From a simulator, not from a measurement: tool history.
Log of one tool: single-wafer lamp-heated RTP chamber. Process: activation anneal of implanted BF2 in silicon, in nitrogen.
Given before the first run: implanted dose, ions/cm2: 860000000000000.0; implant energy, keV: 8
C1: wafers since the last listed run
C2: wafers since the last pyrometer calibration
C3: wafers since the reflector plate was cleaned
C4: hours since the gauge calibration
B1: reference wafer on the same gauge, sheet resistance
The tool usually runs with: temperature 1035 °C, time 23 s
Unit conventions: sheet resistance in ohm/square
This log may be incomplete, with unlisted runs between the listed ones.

{"run": 1, "hour": 0.0, "temperature": 1035, "time": 23, "C1": 0, "C2": 4596, "C3": 9748, "C4": 112.1, "B1": 268.8, "sheet resistance": 221.45}
{"run": 2, "hour": 11.0, "temperature": 1035, "time": 23, "C1": 102, "C2": 4699, "C3": 9850, "C4": 123.1, "B1": 268.8, "sheet resistance": 221.35}
{"run": 3, "hour": 20.1, "temperature": 1035, "time": 23, "C1": 84, "C2": 4783, "C3": 9935, "C4": 132.2, "B1": 268.9, "sheet resistance": 222.27}
{"hour": 48.5, "done": "gauge calibrated"}
{"run": 4, "hour": 60.6, "temperature": 1035, "time": 23, "C1": 376, "C2": 5160, "C3": 10311, "C4": 12.1, "B1": 268.99, "sheet resistance": 218.51}
{"run": 5, "hour": 69.1, "temperature": 1035, "time": 23, "C1": 78, "C2": 5239, "C3": 10390, "C4": 20.6, "B1": 269.16, "sheet resistance": 219.1}
{"run": 6, "hour": 82.8, "temperature": 1035, "time": 23, "C1": 127, "C2": 5366, "C3": 10517, "C4": 34.3, "B1": 268.81, "sheet resistance": 219.33}
{"hour": 95.2, "done": "pyrometer window cleaned and pyrometer calibrated"}
{"run": 7, "hour": 98.9, "temperature": 1035, "time": 23, "C1": 75, "C2": 34, "C3": 10593, "C4": 50.4, "B1": 269.39, "sheet resistance": 234.48}
{"run": 8, "hour": 109.1, "temperature": 1035, "time": 23, "C1": 94, "C2": 128, "C3": 10687, "C4": 60.6, "B1": 269.05, "sheet resistance": 232.63}
{"run": 9, "hour": 126.7, "temperature": 1035, "time": 23, "C1": 163, "C2": 292, "C3": 10851, "C4": 78.2, "B1": 268.95, "sheet resistance": 233.88}
{"run": 10, "hour": 135.1, "temperature": 1035, "time": 28, "C1": 78, "C2": 370, "C3": 10929, "C4": 86.6, "B1": 269.16, "sheet resistance": 227.6}
{"run": 11, "hour": 148.4, "temperature": 1035, "time": 23, "C1": 123, "C2": 494, "C3": 11053, "C4": 99.9, "B1": 269.15, "sheet resistance": 236.01}
{"run": 12, "hour": 160.9, "temperature": 1035, "time": 23, "C1": 116, "C2": 610, "C3": 11169, "C4": 112.4, "B1": 269.14, "sheet resistance": 232.08}
{"run": 13, "hour": 178.4, "temperature": 1035, "time": 23, "C1": 162, "C2": 772, "C3": 11332, "C4": 129.9, "B1": 269.12, "sheet resistance": 231.52}
{"hour": 189.3, "done": "gauge calibrated"}
{"hour": 200.5, "done": "reflector plate cleaned"}
{"run": 14, "hour": 226.9, "temperature": 1016, "time": 23, "C1": 376, "C2": 1149, "C3": 244, "C4": 37.6, "B1": 269.11, "sheet resistance": 259.97}
{"run": 15, "hour": 237.6, "temperature": 1045, "time": 29, "C1": 99, "C2": 1248, "C3": 344, "C4": 48.3, "B1": 268.78, "sheet resistance": 212.15}
{"run": 16, "hour": 248.2, "temperature": 1023, "time": 14, "C1": 98, "C2": 1347, "C3": 442, "C4": 58.9, "B1": 269.01, "sheet resistance": 272.66}
{"run": 17, "hour": 255.5, "temperature": 1024, "time": 28, "C1": 67, "C2": 1415, "C3": 510, "C4": 66.2, "B1": 269.12, "sheet resistance": 235.33}
{"run": 18, "hour": 272.0, "temperature": 1062, "time": 19, "C1": 153, "C2": 1568, "C3": 664, "C4": 82.7, "B1": 268.77, "sheet resistance": 205.97}
{"run": 19, "hour": 286.9, "temperature": 1060, "time": 37, "C1": 138, "C2": 1706, "C3": 802, "C4": 97.6, "B1": 269.13, "sheet resistance": 186.34}
{"run": 20, "hour": 300.3, "temperature": 1035, "time": 23, "C1": 124, "C2": 1831, "C3": 927, "C4": 111, "B1": 268.86, "sheet resistance": 228.28}

Measured less the same run without the tool's hidden state. The same run-to-run variation is in both; the gauge's scatter may not be:
What the log doesn't record here: true wafer temperature minus pyrometer reading, K; wafer temperature error from the tarnished reflector plate, K; gauge reads high (%).
run=1 sheet_resistance=-15.74
run=2 sheet_resistance=-16
run=3 sheet_resistance=-16.3
run=4 sheet_resistance=-17.02
run=5 sheet_resistance=-17.28
run=6 sheet_resistance=-17.63
run=7 sheet_resistance=-1.72
run=8 sheet_resistance=-1.96
run=9 sheet_resistance=-2.4
run=10 sheet_resistance=-2.3
run=11 sheet_resistance=-2.96
run=12 sheet_resistance=-3.23
run=13 sheet_resistance=-3.65
run=14 sheet_resistance=-6.75
run=15 sheet_resistance=-4.42
run=16 sheet_resistance=-8.44
run=17 sheet_resistance=-5.69
run=18 sheet_resistance=-5.14
run=19 sheet_resistance=-5.67
run=20 sheet_resistance=-6.54

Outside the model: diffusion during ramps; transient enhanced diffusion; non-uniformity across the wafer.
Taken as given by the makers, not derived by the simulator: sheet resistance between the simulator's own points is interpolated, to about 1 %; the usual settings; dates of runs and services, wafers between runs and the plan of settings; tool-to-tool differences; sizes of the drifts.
